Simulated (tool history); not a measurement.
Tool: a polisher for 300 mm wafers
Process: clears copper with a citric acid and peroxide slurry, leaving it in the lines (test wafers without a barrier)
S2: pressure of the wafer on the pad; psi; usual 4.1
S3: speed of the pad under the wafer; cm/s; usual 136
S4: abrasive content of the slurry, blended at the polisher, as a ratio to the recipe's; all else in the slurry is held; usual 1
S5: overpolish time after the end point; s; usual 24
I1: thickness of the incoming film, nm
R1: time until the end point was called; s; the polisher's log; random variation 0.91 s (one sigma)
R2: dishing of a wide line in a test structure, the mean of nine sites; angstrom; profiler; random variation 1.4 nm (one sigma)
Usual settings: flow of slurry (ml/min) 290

run 1 day=0 | flow_of_slurry_(ml/min)=290 S2=4.1 S3=136 S4=1.15 S5=24 | I1=310.6 | R1=70.3 R2=671
run 2 day=1.404 | flow_of_slurry_(ml/min)=265 S2=4.1 S3=136 S4=1 S5=24 | I1=314 | R1=72.3 R2=669
run 3 day=2.829 | flow_of_slurry_(ml/min)=265 S2=4.1 S3=136 S4=1 S5=24 | I1=308.1 | R1=69.9 R2=660
run 4 day=3.704 | flow_of_slurry_(ml/min)=265 S2=4.1 S3=136 S4=1 S5=24 | I1=314.4 | R1=70.9 R2=668
run 5 day=4.971 | flow_of_slurry_(ml/min)=290 S2=4.1 S3=136 S4=1 S5=24 | I1=310 | R1=69.2 R2=651
-- day=5.588 worn pad replaced by a new one
run 6 day=6.375 | flow_of_slurry_(ml/min)=290 S2=4.1 S3=136 S4=1 S5=24 | I1=308.2 | R1=68.4 R2=662
run 7 day=7.371 | flow_of_slurry_(ml/min)=290 S2=4.1 S3=136 S4=1 S5=24 | I1=309.3 | R1=67.8 R2=660
run 8 day=8.408 | flow_of_slurry_(ml/min)=290 S2=4.1 S3=136 S4=1 S5=24 | I1=307.3 | R1=70 R2=671
run 9 day=9.383 | flow_of_slurry_(ml/min)=250 S2=3.5 S3=136 S4=1 S5=24 | I1=303.7 | R1=76.9 R2=605
-- day=10.279 worn pad replaced by a new one
run 10 day=10.842 | flow_of_slurry_(ml/min)=250 S2=3.5 S3=136 S4=1 S5=24 | I1=312.3 | R1=79.5 R2=592
run 11 day=11.929 | flow_of_slurry_(ml/min)=290 S2=3.6 S3=136 S4=1 S5=24 | I1=303.3 | R1=73 R2=624
-- day=12.892 slurry nozzle cleaned
run 12 day=13.367 | flow_of_slurry_(ml/min)=290 S2=2.8 S3=96 S4=1 S5=24 | I1=305.4 | R1=126.6 R2=401
-- day=14.112 slurry blender recalibrated
run 13 day=14.754 | flow_of_slurry_(ml/min)=245 S2=2.7 S3=136 S4=1 S5=17 | I1=312.3 | R1=96.1 R2=383
-- day=15.175 worn pad replaced by a new one
run 14 day=16.004 | flow_of_slurry_(ml/min)=290 S2=4.1 S3=136 S4=1 S5=24 | I1=313.9 | R1=68.4 R2=681
run 15 day=17.262 | flow_of_slurry_(ml/min)=290 S2=4.1 S3=136 S4=1 S5=24 | I1=307.8 | R1=67.9 R2=716
run 16 day=18.038 | flow_of_slurry_(ml/min)=290 S2=3 S3=136 S4=1 S5=24 | I1=308.9 | R1=85.7 R2=534
run 17 day=18.821 | flow_of_slurry_(ml/min)=290 S2=3.2 S3=162 S4=1 S5=24 | I1=309.6 | R1=68.4 R2=640
-- day=19.338 head pressure recalibrated
run 18 day=19.496 | flow_of_slurry_(ml/min)=290 S2=4.1 S3=136 S4=1 S5=24 | I1=310.8 | R1=75.7 R2=636
-- day=20.612 worn pad replaced by a new one
run 19 day=20.762 | flow_of_slurry_(ml/min)=355 S2=5 S3=174 S4=1 S5=24 | I1=309.9 | R1=48.6 R2=878
run 20 day=21.517 | flow_of_slurry_(ml/min)=290 S2=4.1 S3=170 S4=1 S5=34 | I1=313 | R1=59.4 R2=963
run 21 day=22.838 | flow_of_slurry_(ml/min)=290 S2=5.4 S3=136 S4=1 S5=24 | I1=315 | R1=59.7 R2=768
run 22 day=23.817 | flow_of_slurry_(ml/min)=250 S2=3.5 S3=136 S4=1 S5=24 | I1=312.7 | R1=82.3 R2=569
run 23 day=25.233 | flow_of_slurry_(ml/min)=320 S2=4.7 S3=136 S4=0.9 S5=18 | I1=308.3 | R1=64.1 R2=538

Some steps in R1 between neighbouring runs. How much of each would the tool show without its hidden state too (settings, what came in, random variation), and how much is left for the hidden state, with any gauge scatter that isn't in both results?
The hidden state here: removal rate lost through wear of the pad, %; slurry flow missing at the pad, %; deviation of the head's pressure from its setpoint, %; abrasive missing from the slurry, %.
Run 11 -> 12: S2 3.6 -> 2.8, S3 136 -> 96, slurry nozzle cleaned. R1 +53.6 s: hidden state -5.3, all else +58.9.
Run 12 -> 13: flow of slurry (ml/min) 290 -> 245, S2 2.8 -> 2.7, S3 96 -> 136, S5 24 -> 17, slurry blender recalibrated. R1 -30.5 s: hidden state +2.9, all else -33.4.
Run 17 -> 18: S2 3.2 -> 4.1, S3 162 -> 136, head pressure recalibrated. R1 +7.3 s: hidden state +7.2, all else +0.1.
